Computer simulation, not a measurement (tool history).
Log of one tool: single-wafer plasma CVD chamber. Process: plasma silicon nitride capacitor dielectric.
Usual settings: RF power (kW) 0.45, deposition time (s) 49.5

| run | hour | RF power (kW) | deposition time (s) | read-back reference wafer on the same gauge, thickness_nm | mean film thickness on the monitor wafer (nm) |
|---|---|---|---|---|---|
| 1 | 0 | 0.45 | 46.9 | 82.285 | 67.46 |
| 2 | 106.3 | 0.45 | 46.9 | 82.38 | 67.444 |
| 3 | 120.3 | 0.45 | 46.9 | 82.339 | 66.979 |
| 4 | 145.2 | 0.45 | 53.5 | 82.298 | 76.518 |
| 5 | 166.9 | 0.395 | 49.5 | 82.419 | 67.523 |
| 6 | 239.3 | 0.395 | 49.5 | 82.232 | 67.037 |
| 7 | 274.2 | 0.395 | 49.5 | 82.264 | 67.206 |
| 8 | 294.3 | 0.45 | 49.5 | 82.344 | 70.753 |
| 9 | 316.5 | 0.45 | 49.5 | 82.289 | 70.812 |
|  | 324.9 | showerhead replaced |
| 10 | 352 | 0.45 | 49.5 | 82.239 | 70.546 |
|  | 384.4 | gauge calibrated |
| 11 | 384.6 | 0.45 | 49.5 | 82.375 | 70.624 |
| 12 | 407.1 | 0.45 | 49.5 | 82.281 | 70.387 |
| 13 | 441.9 | 0.45 | 49.5 | 82.439 | 70.637 |
| 14 | 471.8 | 0.365 | 40.3 | 82.268 | 52.908 |
| 15 | 506.5 | 0.54 | 52.6 | 82.323 | 80.14 |
| 16 | 520.6 | 0.45 | 49.5 | 82.369 | 70.66 |
|  | 576.3 | RF generator calibrated |
| 17 | 576.8 | 0.45 | 46.9 | 82.323 | 68.22 |
| 18 | 606.3 | 0.45 | 49.5 | 82.324 | 71.986 |
| 19 | 640.5 | 0.45 | 55.5 | 82.258 | 80.61 |
| 20 | 664.2 | 0.42 | 42 | 82.372 | 59.423 |
| 21 | 690.3 | 0.425 | 45.4 | 82.298 | 64.364 |
| 22 | 711.2 | 0.39 | 56.8 | 82.34 | 77.717 |
| 23 | 735.4 | 0.535 | 58.4 | 82.248 | 90.115 |
| 24 | 760.7 | 0.51 | 41.1 | 82.269 | 62.534 |
| 25 | 786.7 | 0.36 | 57.4 | 82.312 | 76.289 |
|  | 810.1 | gauge calibrated |
| 26 | 815.8 | 0.42 | 56.2 | 82.303 | 79.428 |
| 27 | 859.3 | 0.415 | 42.5 | 82.255 | 59.644 |

4 ways to go on from here, each from the tool as it stands after run 27. What would each give?
| A | 859.7 | 0.45 | 49.5 | ? | ? |
| B | 859.7 | 0.38 | 46.3 | ? | ? |
| C | 859.7 | 0.525 | 53.7 | ? | ? |
| D | 859.7 | 0.375 | 58.4 | ? | ? |

| run | read-back reference wafer on the same gauge, thickness_nm | mean film thickness on the monitor wafer (nm) |
|---|---|---|
| A | 82.372 | 71.732 |
| B | 82.372 | 62.785 |
| C | 82.372 | 82.454 |
| D | 82.372 | 78.77 |
Without the tool's hidden state the same runs would have given:
| run | mean film thickness on the monitor wafer (nm) |
|---|---|
| A | 72.268 |
| B | 63.254 |
| C | 83.07 |
| D | 79.359 |

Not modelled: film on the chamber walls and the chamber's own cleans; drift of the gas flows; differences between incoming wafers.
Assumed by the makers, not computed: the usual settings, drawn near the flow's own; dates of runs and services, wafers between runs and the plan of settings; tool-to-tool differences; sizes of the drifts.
